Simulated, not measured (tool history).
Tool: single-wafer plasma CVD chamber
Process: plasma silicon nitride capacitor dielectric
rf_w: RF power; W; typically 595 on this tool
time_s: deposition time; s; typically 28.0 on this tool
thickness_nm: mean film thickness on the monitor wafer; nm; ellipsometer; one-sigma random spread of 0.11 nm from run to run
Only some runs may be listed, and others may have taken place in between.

run    hour  rf_w  time_s  wafers since the last listed run  hours since the last RF generator calibration  hours since the showerhead was replaced  hours since the gauge calibration  read-back reference wafer on the same gauge, thickness_nm  thickness_nm
  1     0.0   650    28.0                                 0                                          374.1                                   1203.7                              573.1                                                     45.899        44.764
  2    26.9   595    30.8                               807                                          401.0                                   1230.6                              600.0                                                     45.893        48.557
  3    90.4   595    28.0                              1905                                          464.5                                   1294.1                              663.5                                                     45.904        44.220
  4   156.3   595    28.0                              1977                                          530.4                                   1360.0                              729.4                                                     45.911        44.323
  5   198.9   595    28.0                              1278                                          573.0                                   1402.6                              772.0                                                     45.909        44.178
  6   261.4   595    28.0                              1875                                          635.5                                   1465.1                              834.5                                                     45.871        44.079
  7   287.8   595    28.0                               792                                          661.9                                   1491.5                              860.9                                                     45.871        44.260
  8   322.0   595    28.0                              1026                                          696.1                                   1525.7                              895.1                                                     45.907        44.067
  9   352.5   595    28.0                               915                                          726.6                                   1556.2                              925.6                                                     45.890        44.347
 10   517.3   595    28.0                              4944                                          891.4                                   1721.0                             1090.4                                                     45.876        44.269
 11   551.1   595    28.0                              1014                                          925.2                                   1754.8                             1124.2                                                     45.896        43.912
 12   588.8   560    28.0                              1131                                          962.9                                   1792.5                             1161.9                                                     45.894        43.774
 13   659.3   560    28.0                              2115                                         1033.4                                   1863.0                             1232.4                                                     45.934        43.923
      674.8  -- gauge calibrated
 14   699.0   645    28.0                              1191                                         1073.1                                   1902.7                               24.2                                                     45.884        44.802
 15   745.7   645    28.0                              1401                                         1119.8                                   1949.4                               70.9                                                     45.871        44.690
 16   781.6   645    28.0                              1077                                         1155.7                                   1985.3                              106.8                                                     45.933        44.524
 17   848.0   595    28.0                              1992                                         1222.1                                   2051.7                              173.2                                                     45.926        43.800
 18   881.1   595    28.0                               993                                         1255.2                                   2084.8                              206.3                                                     45.904        44.131
 19   916.7   595    28.0                              1068                                         1290.8                                   2120.4                              241.9                                                     45.902        44.031
 20   965.0   595    28.0                              1449                                         1339.1                                   2168.7                              290.2                                                     45.898        44.039
 21   996.5   595    28.0                               945                                         1370.6                                   2200.2                              321.7                                                     45.912        43.968
 22  1050.6   595    28.0                              1623                                         1424.7                                   2254.3                              375.8                                                     45.880        44.048
 23  1118.9   595    32.4                              2049                                         1493.0                                   2322.6                              444.1                                                     45.862        50.794
     1136.0  -- RF generator calibrated
 24  1188.0   595    22.4                              1833                                           52.0                                   2391.7                              513.2                                                     45.923        35.502
 25  1244.6   550    23.9                              1698                                          108.6                                   2448.3                              569.8                                                     45.928        37.459
 26  1300.0   595    28.0                              1662                                          164.0                                   2503.7                              625.2                                                     45.911        44.485
     1347.7  -- showerhead replaced, of another model than before
 27  1509.5   595    28.0                              6045                                          373.5                                    161.8                              834.7                                                     45.902        44.385
 28  1534.8   595    33.4                               759                                          398.8                                    187.1                              860.0                                                     45.890        52.869
 29  1572.5   535    24.1                              1131                                          436.5                                    224.8                              897.7                                                     45.921        37.623
 30  1626.8   485    26.1                              1629                                          490.8                                    279.1                              952.0                                                     45.860        40.332
 31  1658.1   595    25.6                               939                                          522.1                                    310.4                              983.3                                                     45.875        40.594
 32  1719.8   565    31.1                              1851                                          583.8                                    372.1                             1045.0                                                     45.889        49.046
 33  1750.0   545    31.3                               906                                          614.0                                    402.3                             1075.2                                                     45.916        49.236
 34  1790.7   595    28.0                              1221                                          654.7                                    443.0                             1115.9                                                     45.913        44.354
 35  1830.0   505    28.0                              1179                                          694.0                                    482.3                             1155.2                                                     45.889        43.510
 36  1898.4   710    32.0                              2052                                          762.4                                    550.7                             1223.6                                                     45.862        51.714
 37  1948.1   515    23.2                              1491                                          812.1                                    600.4                             1273.3                                                     45.902        36.114

What will run 38 give?
     1949.0  -- gauge calibrated
 38  2019.4   495    32.4                              2139                                          883.4                                    671.7                               70.4                                                          ?             ?

For run 38 the tool returned read-back reference wafer on the same gauge, thickness_nm 45.895, thickness_nm 49.987 nm.
On a tool with no hidden condition, and with the same random variation, this run would have come out at thickness_nm 50.432 nm.
